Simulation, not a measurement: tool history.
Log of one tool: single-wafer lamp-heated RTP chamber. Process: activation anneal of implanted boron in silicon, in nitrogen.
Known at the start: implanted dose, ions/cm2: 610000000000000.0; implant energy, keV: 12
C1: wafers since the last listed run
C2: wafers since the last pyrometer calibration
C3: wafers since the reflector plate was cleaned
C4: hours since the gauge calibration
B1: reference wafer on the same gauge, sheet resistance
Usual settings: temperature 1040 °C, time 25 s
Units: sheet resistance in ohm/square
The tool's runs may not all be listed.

run 1 hour=0 | temperature=1040 time=25 | C1=0 C2=2239 C3=10498 C4=173.5 | B1=224.18 | sheet_resistance=198.04
run 2 hour=33.1 | temperature=1040 time=25 | C1=491 C2=2730 C3=10989 C4=206.6 | B1=224.53 | sheet_resistance=198.37
run 3 hour=48.9 | temperature=1040 time=25 | C1=234 C2=2964 C3=11224 C4=222.4 | B1=224.71 | sheet_resistance=198.67
run 4 hour=70.3 | temperature=1058 time=25 | C1=317 C2=3282 C3=11541 C4=243.8 | B1=225.06 | sheet_resistance=196.98
run 5 hour=95 | temperature=1058 time=25 | C1=366 C2=3648 C3=11908 C4=268.5 | B1=225.42 | sheet_resistance=197.47
run 6 hour=114.2 | temperature=1058 time=25 | C1=284 C2=3933 C3=12193 C4=287.7 | B1=225.71 | sheet_resistance=198.09
run 7 hour=136.1 | temperature=1047 time=20 | C1=324 C2=4258 C3=12518 C4=309.6 | B1=225.98 | sheet_resistance=198.98
-- hour=146.3 pyrometer window cleaned and pyrometer calibrated
-- hour=180.4 gauge calibrated
run 8 hour=242.8 | temperature=1054 time=19 | C1=1464 C2=1431 C3=13982 C4=62.4 | B1=223.03 | sheet_resistance=196.79
run 9 hour=269.6 | temperature=1040 time=25 | C1=397 C2=1828 C3=14380 C4=89.2 | B1=223.19 | sheet_resistance=197.11
-- hour=286.6 reflector plate cleaned
run 10 hour=292.3 | temperature=1040 time=25 | C1=218 C2=2047 C3=84 C4=111.9 | B1=223.28 | sheet_resistance=196.84
run 11 hour=317.4 | temperature=1059 time=39 | C1=372 C2=2419 C3=457 C4=137 | B1=223.51 | sheet_resistance=194.24
run 12 hour=337.9 | temperature=1067 time=30 | C1=304 C2=2723 C3=761 C4=157.5 | B1=223.72 | sheet_resistance=195.24
run 13 hour=364.6 | temperature=1032 time=25 | C1=396 C2=3119 C3=1157 C4=184.2 | B1=223.93 | sheet_resistance=198.11
run 14 hour=379.5 | temperature=1025 time=36 | C1=221 C2=3340 C3=1378 C4=199.1 | B1=224.09 | sheet_resistance=198
run 15 hour=410.9 | temperature=1019 time=25 | C1=465 C2=3806 C3=1844 C4=230.5 | B1=224.49 | sheet_resistance=199.79

The tool's hidden state at each run:
true wafer temperature minus pyrometer reading, K: 0 in every run
wafer temperature error from the tarnished reflector plate, K: 0 in every run
H1: gauge reads high (%)
run=1 H1=0.521
run=2 H1=0.683
run=3 H1=0.77
run=4 H1=0.899
run=5 H1=1.06
run=6 H1=1.2
run=7 H1=1.37
run=8 H1=0.0317
run=9 H1=0.084
run=10 H1=0.143
run=11 H1=0.223
run=12 H1=0.301
run=13 H1=0.418
run=14 H1=0.492
run=15 H1=0.665

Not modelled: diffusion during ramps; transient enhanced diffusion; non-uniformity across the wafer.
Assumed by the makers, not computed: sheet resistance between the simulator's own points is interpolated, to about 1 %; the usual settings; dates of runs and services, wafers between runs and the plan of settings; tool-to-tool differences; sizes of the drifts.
